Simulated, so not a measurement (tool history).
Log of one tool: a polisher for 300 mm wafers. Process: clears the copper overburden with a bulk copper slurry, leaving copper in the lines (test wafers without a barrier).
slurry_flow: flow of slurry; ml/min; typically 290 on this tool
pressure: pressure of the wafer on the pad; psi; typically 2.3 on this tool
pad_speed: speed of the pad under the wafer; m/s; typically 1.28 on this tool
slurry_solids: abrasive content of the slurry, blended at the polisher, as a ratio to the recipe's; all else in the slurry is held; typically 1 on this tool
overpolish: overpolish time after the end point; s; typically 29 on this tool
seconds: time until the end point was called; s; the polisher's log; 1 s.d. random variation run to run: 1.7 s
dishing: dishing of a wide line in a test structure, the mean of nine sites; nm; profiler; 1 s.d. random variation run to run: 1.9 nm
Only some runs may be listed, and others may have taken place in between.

run,day,slurry_flow,pressure,pad_speed,slurry_solids,overpolish,"incoming thickness of the incoming film, nm",seconds,dishing
1,0,290,2.3,1.18,1,29,896.1,127.8,77.1
2,1.1,290,2.3,1.18,1,29,888.3,129.4,77.3
3,1.892,290,2.3,1.28,1,29,880,115.6,84.2
4,3.329,355,2.3,1.28,1,25,894.6,115.9,74.1
5,4.079,355,2.3,1.28,1,25,891.1,117.7,80.9
# day 4.475: worn pad replaced by a new one
6,5.367,355,2.3,1.28,1,25,885.8,120.2,78.8
7,6.271,290,2.3,1.28,1,29,904.3,123.9,81.8
8,7.062,290,2.3,1.28,1,29,904.7,122.3,79
9,7.938,290,2.3,1.28,1,29,891.8,120.2,82.8
10,8.529,290,2.3,1.28,1,29,906.4,125.5,81.4
11,9.958,290,2.3,1.28,1,29,875.6,122.4,80.4
# day 10.842: worn pad replaced by a new one
12,11.338,290,2.3,0.98,1,29,880.1,158.1,72.2
# day 12.646: slurry blender recalibrated
13,12.788,290,2.3,0.98,1,29,897.1,156.1,71.3
14,14.092,290,2.3,1.28,1,29,893.4,115.2,81.2
# day 15.383: slurry nozzle cleaned
15,15.462,190,2.3,1.46,1,29,891.1,108.8,82.1
16,16.258,290,2.3,0.96,1,29,881.8,152.6,73.6
# day 16.496: worn pad replaced by a new one
17,17.604,290,2.3,1.58,1,29,889,94.9,89.3
18,18.675,290,2.3,1.12,1,15,908.8,138.9,54.7
19,19.879,290,2.3,1.28,1.3,17,886.6,110.8,69.2
20,21.283,290,2.3,0.98,1,29,898.9,161.3,70.7
# day 22.075: head pressure recalibrated
21,22.175,290,2.3,1.28,1,29,882.1,120.7,79.4
22,23.038,290,2.3,1.48,1,29,890.4,104.4,79.9
# day 23.292: worn pad replaced by a new one
23,23.783,290,1.9,1.28,0.85,29,893.8,155.3,68.9
24,24.421,205,2.6,1.28,1,17,882.4,110.9,67
25,25.392,205,2.3,1.28,1,29,881.6,127.4,80.8
26,26.875,290,2.3,1.28,1,29,887,124.2,78.9
27,28.346,290,1.8,1.5,1,38,885.6,132.1,74.8
28,29.183,290,2.3,1.28,1,29,891.4,127.1,77.3
# day 29.596: slurry blender recalibrated
# day 30.012: worn pad replaced by a new one
29,30.467,250,2.3,1.28,0.75,19,873.1,126.2,64.9

Branching from run 29: 3 alternative next runs. What would each branch give?
A,30.488,290,2.3,1.28,1,29,891.4,?,?
B,30.488,320,2.3,1.28,1,29,891.4,?,?
C,30.488,370,2.3,1.46,1,29,891.4,?,?

run,seconds,dishing
A,117.6,81.6
B,116.8,81.8
C,101.5,85.1
Had the tool no hidden state, the same runs would have come out as:
run,seconds,dishing
A,116.9,81.8
B,116.1,81.9
C,100.9,85.2

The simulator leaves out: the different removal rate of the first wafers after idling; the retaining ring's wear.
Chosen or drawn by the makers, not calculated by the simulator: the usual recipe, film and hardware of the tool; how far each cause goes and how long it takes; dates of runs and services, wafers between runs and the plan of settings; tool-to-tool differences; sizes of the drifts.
